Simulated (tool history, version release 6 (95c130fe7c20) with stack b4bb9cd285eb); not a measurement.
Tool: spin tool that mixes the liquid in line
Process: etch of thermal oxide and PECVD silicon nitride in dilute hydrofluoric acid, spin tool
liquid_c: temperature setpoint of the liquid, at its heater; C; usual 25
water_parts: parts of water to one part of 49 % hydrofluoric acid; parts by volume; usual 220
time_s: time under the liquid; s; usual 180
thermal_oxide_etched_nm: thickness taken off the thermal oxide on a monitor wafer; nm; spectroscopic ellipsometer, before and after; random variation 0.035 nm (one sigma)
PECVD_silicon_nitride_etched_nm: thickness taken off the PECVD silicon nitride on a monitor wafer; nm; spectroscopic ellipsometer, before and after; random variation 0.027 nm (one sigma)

| run | hour | liquid_c | water_parts | time_s | read-back film thickness of the thermal oxide reference wafer, read on the same gauge (nm) | read-back film thickness of the PECVD silicon nitride reference wafer, read on the same gauge (nm) | thermal_oxide_etched_nm | PECVD_silicon_nitride_etched_nm |
|---|---|---|---|---|---|---|---|---|
| 1 | 0 | 25 | 220 | 180 | 139.517 | 74.402 | 2.782 | 2.976 |
| 2 | 40.5 | 25 | 220 | 180 | 139.502 | 74.368 | 2.818 | 2.99 |
| 3 | 100.8 | 25 | 220 | 180 | 139.371 | 74.342 | 2.822 | 3.04 |
| 4 | 128.8 | 25 | 220 | 180 | 139.408 | 74.341 | 2.821 | 2.935 |
| 5 | 171.4 | 25 | 220 | 180 | 139.314 | 74.299 | 2.774 | 2.973 |
| 6 | 238.1 | 25 | 220 | 180 | 139.245 | 74.292 | 2.801 | 2.947 |
|  | 258.1 | thermometer replaced |
| 7 | 272 | 23.5 | 220 | 180 | 139.246 | 74.266 | 2.663 | 2.719 |
| 8 | 317.3 | 29.5 | 220 | 120 | 139.222 | 74.287 | 2.196 | 2.608 |
| 9 | 361.1 | 25 | 140 | 180 | 139.202 | 74.267 | 4.872 | 4.612 |
| 10 | 385.3 | 25 | 220 | 180 | 139.266 | 74.229 | 2.801 | 2.968 |
| 11 | 417.8 | 22.5 | 220 | 180 | 139.183 | 74.227 | 2.557 | 2.534 |
| 12 | 464.6 | 25 | 220 | 180 | 139.185 | 74.217 | 2.758 | 2.998 |
| 13 | 501.6 | 25 | 220 | 180 | 139.128 | 74.193 | 2.756 | 2.943 |
|  | 505.8 | gauge calibrated |
| 14 | 545.3 | 25 | 285 | 180 | 151.1 | 80.597 | 2.166 | 2.509 |
| 15 | 614.9 | 28.5 | 180 | 250 | 150.22 | 80.111 | 6.113 | 6.74 |
| 16 | 668.8 | 25 | 220 | 180 | 149.578 | 79.781 | 3.027 | 3.196 |
| 17 | 698.5 | 27.5 | 150 | 180 | 149.263 | 79.612 | 5.349 | 5.473 |
|  | 834.4 | hydrofluoric acid flow meter replaced |
| 18 | 856.5 | 25 | 220 | 130 | 147.727 | 78.839 | 2.089 | 2.301 |
| 19 | 926.7 | 29.5 | 220 | 115 | 147.222 | 78.482 | 2.202 | 2.677 |
| 20 | 991.7 | 25 | 220 | 115 | 146.761 | 78.252 | 1.907 | 2.035 |
| 21 | 1051.9 | 25 | 220 | 180 | 146.359 | 78.023 | 2.957 | 3.111 |
| 22 | 1107.7 | 25 | 220 | 80 | 146.019 | 77.893 | 1.306 | 1.39 |
| 23 | 1176 | 25 | 265 | 180 | 145.671 | 77.679 | 2.288 | 2.581 |
| 24 | 1239.6 | 25 | 220 | 235 | 145.381 | 77.52 | 3.882 | 4.085 |
| 25 | 1265.7 | 25 | 220 | 180 | 145.218 | 77.458 | 2.938 | 3.158 |
| 26 | 1297.6 | 25 | 220 | 180 | 145.069 | 77.373 | 2.878 | 3.088 |

Forecast each of these 3 alternatives for the next run:
| A | 1298.1 | 25 | 295 | 180 | ? | ? | ? | ? |
| B | 1298.1 | 25 | 145 | 125 | ? | ? | ? | ? |
| C | 1298.1 | 29 | 315 | 210 | ? | ? | ? | ? |

| run | read-back film thickness of the thermal oxide reference wafer, read on the same gauge (nm) | read-back film thickness of the PECVD silicon nitride reference wafer, read on the same gauge (nm) | thermal_oxide_etched_nm | PECVD_silicon_nitride_etched_nm |
|---|---|---|---|---|
| A | 145.029 | 77.38 | 2.035 | 2.313 |
| B | 145.029 | 77.38 | 3.381 | 3.256 |
| C | 145.029 | 77.38 | 2.489 | 3.199 |
Without the tool's hidden state the same runs would have given:
| run | thermal_oxide_etched_nm | PECVD_silicon_nitride_etched_nm |
|---|---|---|
| A | 2.104 | 2.391 |
| B | 3.496 | 3.367 |
| C | 2.574 | 3.308 |
